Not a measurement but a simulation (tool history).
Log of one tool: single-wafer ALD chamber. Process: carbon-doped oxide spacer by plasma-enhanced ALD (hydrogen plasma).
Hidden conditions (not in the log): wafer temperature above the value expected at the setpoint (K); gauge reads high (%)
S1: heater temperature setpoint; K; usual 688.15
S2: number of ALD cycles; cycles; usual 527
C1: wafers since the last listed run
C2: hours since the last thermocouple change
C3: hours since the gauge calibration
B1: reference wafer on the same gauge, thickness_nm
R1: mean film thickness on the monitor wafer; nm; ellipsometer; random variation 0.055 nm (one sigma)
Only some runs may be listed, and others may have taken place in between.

run 1 hour=0 | S1=688.15 S2=527 | C1=0 C2=1216.2 C3=131.2 | B1=28.77 | R1=26.276
run 2 hour=28.9 | S1=688.15 S2=473 | C1=19 C2=1245.1 C3=160.1 | B1=28.786 | R1=23.594
run 3 hour=41.2 | S1=688.15 S2=473 | C1=8 C2=1257.4 C3=172.4 | B1=28.798 | R1=23.622
run 4 hour=71.1 | S1=688.15 S2=473 | C1=20 C2=1287.3 C3=202.3 | B1=28.817 | R1=23.618
run 5 hour=92.5 | S1=688.15 S2=527 | C1=14 C2=1308.7 C3=223.7 | B1=28.815 | R1=26.274
run 6 hour=119.3 | S1=688.15 S2=527 | C1=18 C2=1335.5 C3=250.5 | B1=28.844 | R1=26.381
run 7 hour=135.3 | S1=688.15 S2=454 | C1=11 C2=1351.5 C3=266.5 | B1=28.852 | R1=22.718
run 8 hour=170.9 | S1=688.15 S2=454 | C1=24 C2=1387.1 C3=302.1 | B1=28.873 | R1=22.852
run 9 hour=187.8 | S1=688.15 S2=554 | C1=11 C2=1404 C3=319 | B1=28.881 | R1=27.813
run 10 hour=205.3 | S1=688.15 S2=554 | C1=12 C2=1421.5 C3=336.5 | B1=28.916 | R1=27.787
run 11 hour=221.9 | S1=688.15 S2=527 | C1=11 C2=1438.1 C3=353.1 | B1=28.921 | R1=26.434
run 12 hour=251.6 | S1=688.15 S2=527 | C1=20 C2=1467.8 C3=382.8 | B1=28.953 | R1=26.349
run 13 hour=270.8 | S1=688.15 S2=527 | C1=13 C2=1487 C3=402 | B1=28.96 | R1=26.463
run 14 hour=287.7 | S1=688.15 S2=580 | C1=11 C2=1503.9 C3=418.9 | B1=28.988 | R1=29.15
-- hour=311.4 thermocouple changed; heater temperature recalibrated
run 15 hour=321.5 | S1=688.15 S2=580 | C1=17 C2=10.1 C3=452.7 | B1=29.029 | R1=29.18
run 16 hour=339.7 | S1=688.15 S2=580 | C1=12 C2=28.3 C3=470.9 | B1=29.043 | R1=29.254
run 17 hour=357.1 | S1=688.15 S2=527 | C1=12 C2=45.7 C3=488.3 | B1=29.064 | R1=26.637
run 18 hour=387.9 | S1=688.15 S2=527 | C1=21 C2=76.5 C3=519.1 | B1=29.124 | R1=26.618
run 19 hour=403.6 | S1=688.15 S2=527 | C1=10 C2=92.2 C3=534.8 | B1=29.13 | R1=26.621
run 20 hour=428.5 | S1=678.15 S2=468 | C1=17 C2=117.1 C3=559.7 | B1=29.176 | R1=24.373
-- hour=431 gauge calibrated
run 21 hour=444 | S1=678.15 S2=561 | C1=10 C2=132.6 C3=13 | B1=28.739 | R1=28.821
run 22 hour=475.5 | S1=683.15 S2=619 | C1=21 C2=164.1 C3=44.5 | B1=28.724 | R1=31.352
run 23 hour=499.2 | S1=693.15 S2=562 | C1=16 C2=187.8 C3=68.2 | B1=28.739 | R1=27.713
run 24 hour=516.8 | S1=682.15 S2=527 | C1=12 C2=205.4 C3=85.8 | B1=28.749 | R1=26.693
run 25 hour=550.9 | S1=688.15 S2=527 | C1=23 C2=239.5 C3=119.9 | B1=28.753 | R1=26.279
run 26 hour=580.9 | S1=675.15 S2=621 | C1=20 C2=269.5 C3=149.9 | B1=28.759 | R1=32.084
run 27 hour=608.6 | S1=688.15 S2=527 | C1=19 C2=297.2 C3=177.6 | B1=28.775 | R1=26.394
run 28 hour=643.4 | S1=674.15 S2=500 | C1=24 C2=332 C3=212.4 | B1=28.799 | R1=25.947
run 29 hour=674 | S1=688.15 S2=527 | C1=21 C2=362.6 C3=243 | B1=28.808 | R1=26.392
run 30 hour=709.7 | S1=674.15 S2=616 | C1=24 C2=398.3 C3=278.7 | B1=28.84 | R1=32.018
run 31 hour=745.3 | S1=675.15 S2=577 | C1=24 C2=433.9 C3=314.3 | B1=28.86 | R1=29.928
run 32 hour=763.8 | S1=688.15 S2=527 | C1=12 C2=452.4 C3=332.8 | B1=28.881 | R1=26.387
run 33 hour=797.3 | S1=681.15 S2=500 | C1=23 C2=485.9 C3=366.3 | B1=28.915 | R1=25.565
run 34 hour=822.3 | S1=676.15 S2=575 | C1=17 C2=510.9 C3=391.3 | B1=28.94 | R1=29.845
run 35 hour=849.4 | S1=696.15 S2=479 | C1=18 C2=538 C3=418.4 | B1=28.96 | R1=23.553
run 36 hour=880.5 | S1=675.15 S2=577 | C1=21 C2=569.1 C3=449.5 | B1=29.001 | R1=30.106
run 37 hour=908.4 | S1=688.15 S2=527 | C1=19 C2=597 C3=477.4 | B1=29.036 | R1=26.451
run 38 hour=931.8 | S1=688.15 S2=579 | C1=16 C2=620.4 C3=500.8 | B1=29.067 | R1=29.134

The tool's hidden state at each run:
wafer temperature above the value expected at the setpoint (K): 0, the same for each run
H1: gauge reads high (%)
run=1 H1=0.275
run=2 H1=0.313
run=3 H1=0.332
run=4 H1=0.383
run=5 H1=0.424
run=6 H1=0.482
run=7 H1=0.52
run=8 H1=0.612
run=9 H1=0.66
run=10 H1=0.712
run=11 H1=0.764
run=12 H1=0.863
run=13 H1=0.932
run=14 H1=0.995
run=15 H1=1.13
run=16 H1=1.21
run=17 H1=1.28
run=18 H1=1.42
run=19 H1=1.5
run=20 H1=1.62
run=21 H1=0.119
run=22 H1=0.128
run=23 H1=0.14
run=24 H1=0.152
run=25 H1=0.184
run=26 H1=0.221
run=27 H1=0.262
run=28 H1=0.324
run=29 H1=0.387
run=30 H1=0.472
run=31 H1=0.568
run=32 H1=0.622
run=33 H1=0.729
run=34 H1=0.815
run=35 H1=0.915
run=36 H1=1.04
run=37 H1=1.16
run=38 H1=1.26
